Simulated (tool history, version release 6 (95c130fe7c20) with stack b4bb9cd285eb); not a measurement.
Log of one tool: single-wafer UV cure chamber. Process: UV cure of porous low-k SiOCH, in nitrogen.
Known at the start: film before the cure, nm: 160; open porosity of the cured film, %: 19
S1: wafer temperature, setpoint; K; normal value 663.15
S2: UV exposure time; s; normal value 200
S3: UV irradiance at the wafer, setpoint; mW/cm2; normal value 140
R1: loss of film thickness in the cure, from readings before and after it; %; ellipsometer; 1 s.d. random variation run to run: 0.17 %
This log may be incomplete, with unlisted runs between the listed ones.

Run 1, hour 0: usual settings. Result: R1 12.855 %.
At hour 5.5: quartz window cleaned.
Run 2, hour 70.8: usual settings but S1 653.15 K, S3 168 mW/cm2. Result: R1 13.744 %.
Run 3, hour 143.3: usual settings. Result: R1 13.158 %.
Run 4, hour 174.7: usual settings. Result: R1 13.088 %.
Run 5, hour 231.6: usual settings. Result: R1 13.194 %.
Run 6, hour 284.7: usual settings. Result: R1 12.714 %.
At hour 343.2: UV bulbs replaced.
Run 7, hour 346.2: usual settings. Result: R1 13.066 %.
Run 8, hour 382.6: usual settings. Result: R1 12.879 %.
At hour 391.7: quartz window cleaned.
Run 9, hour 449.7: usual settings. Result: R1 12.895 %.
Run 10, hour 520.7: usual settings. Result: R1 13.272 %.
Run 11, hour 589.3: usual settings. Result: R1 12.943 %.
Run 12, hour 636: usual settings. Result: R1 12.914 %.
Run 13, hour 688.5: usual settings. Result: R1 12.891 %.
Run 14, hour 742.3: usual settings. Result: R1 12.857 %.
At hour 772.7: quartz window cleaned.
Run 15, hour 778.1: usual settings. Result: R1 12.982 %.
Run 16, hour 815.5: usual settings. Result: R1 12.602 %.
Run 17, hour 865.1: usual settings. Result: R1 12.484 %.
Run 18, hour 914: usual settings. Result: R1 12.878 %.
Run 19, hour 960.2: usual settings. Result: R1 12.693 %.
Run 20, hour 985.8: usual settings. Result: R1 12.795 %.
Run 21, hour 1046.7: usual settings but S1 674.15 K, S3 168 mW/cm2. Result: R1 14.103 %.
Run 22, hour 1086.8: usual settings. Result: R1 12.74 %.
Run 23, hour 1189.3: usual settings but S1 646.15 K, S3 113 mW/cm2. Result: R1 11.638 %.
At hour 1235: quartz window cleaned.
Run 24, hour 1247: usual settings but S2 160 s. Result: R1 11.9 %.
Run 25, hour 1312.8: usual settings but S2 90 s, S3 108 mW/cm2. Result: R1 8.208 %.
Run 26, hour 1355: usual settings but S3 154 mW/cm2. Result: R1 13.433 %.
Run 27, hour 1379.9: usual settings but S1 678.15 K, S2 125 s, S3 113 mW/cm2. Result: R1 10.1 %.
Run 28, hour 1409.4: usual settings but S2 250 s, S3 174 mW/cm2. Result: R1 15.264 %.
Run 29, hour 1464.4: usual settings but S1 683.15 K, S2 280 s, S3 154 mW/cm2. Result: R1 15.34 %.
Run 30, hour 1504.3: usual settings. Result: R1 12.838 %.
Run 31, hour 1599.8: usual settings but S1 644.15 K, S3 164 mW/cm2. Result: R1 13.34 %.
Run 32, hour 1633.5: usual settings but S1 683.15 K, S2 280 s, S3 154 mW/cm2. Result: R1 14.973 %.
At hour 1676.8: UV bulbs replaced.
At hour 1684.9: quartz window cleaned.
Run 33, hour 1689.2: usual settings but S2 155 s, S3 104 mW/cm2. Result: R1 10.31 %.
Run 34, hour 1731.3: usual settings but S1 645.15 K, S2 155 s, S3 106 mW/cm2. Result: R1 10.064 %.
Run 35, hour 1798.5: usual settings but S2 235 s. Result: R1 13.259 %.
Run 36, hour 1847.5: usual settings but S1 681.15 K, S2 320 s, S3 180 mW/cm2. Result: R1 16.632 %.
Run 37, hour 1883: usual settings but S1 669.15 K, S2 270 s, S3 177 mW/cm2. Result: R1 15.357 %.
Run 38, hour 1936.6: usual settings but S1 650.15 K, S2 165 s, S3 104 mW/cm2. Result: R1 10.485 %.
Run 39, hour 1996.7: usual settings but S2 110 s. Result: R1 10.167 %.
Run 40, hour 2034.2: usual settings but S3 152 mW/cm2. Result: R1 13.056 %.
Run 41, hour 2088.6: usual settings but S1 657.15 K, S2 90 s, S3 160 mW/cm2. Result: R1 9.861 %.
At hour 2136.1: quartz window cleaned.
Run 42, hour 2136.6: usual settings but S1 673.15 K, S2 295 s, S3 152 mW/cm2. Result: R1 14.98 %.
Run 43, hour 2172.9: usual settings. Result: R1 13.166 %.

What if the next run were any one of these 5? Each begins from the tool's condition after run 43:
Run A, hour 2173.4: usual settings. Result: R1 ?.
Run B, hour 2173.4: usual settings but S3 167 mW/cm2. Result: R1 ?.
Run C, hour 2173.4: usual settings but S1 647.15 K, S2 265 s. Result: R1 ?.
Run D, hour 2173.4: usual settings but S1 655.15 K, S2 150 s, S3 151 mW/cm2. Result: R1 ?.
Run E, hour 2173.4: usual settings but S1 682.15 K, S2 100 s, S3 158 mW/cm2. Result: R1 ?.

run      R1
  A   12.84
  B  13.659
  C  13.847
  D  11.726
  E  10.594
What these runs would have given with no unlogged condition in the tool:
run      R1
  A   12.84
  B  13.659
  C  13.847
  D  11.726
  E  10.594

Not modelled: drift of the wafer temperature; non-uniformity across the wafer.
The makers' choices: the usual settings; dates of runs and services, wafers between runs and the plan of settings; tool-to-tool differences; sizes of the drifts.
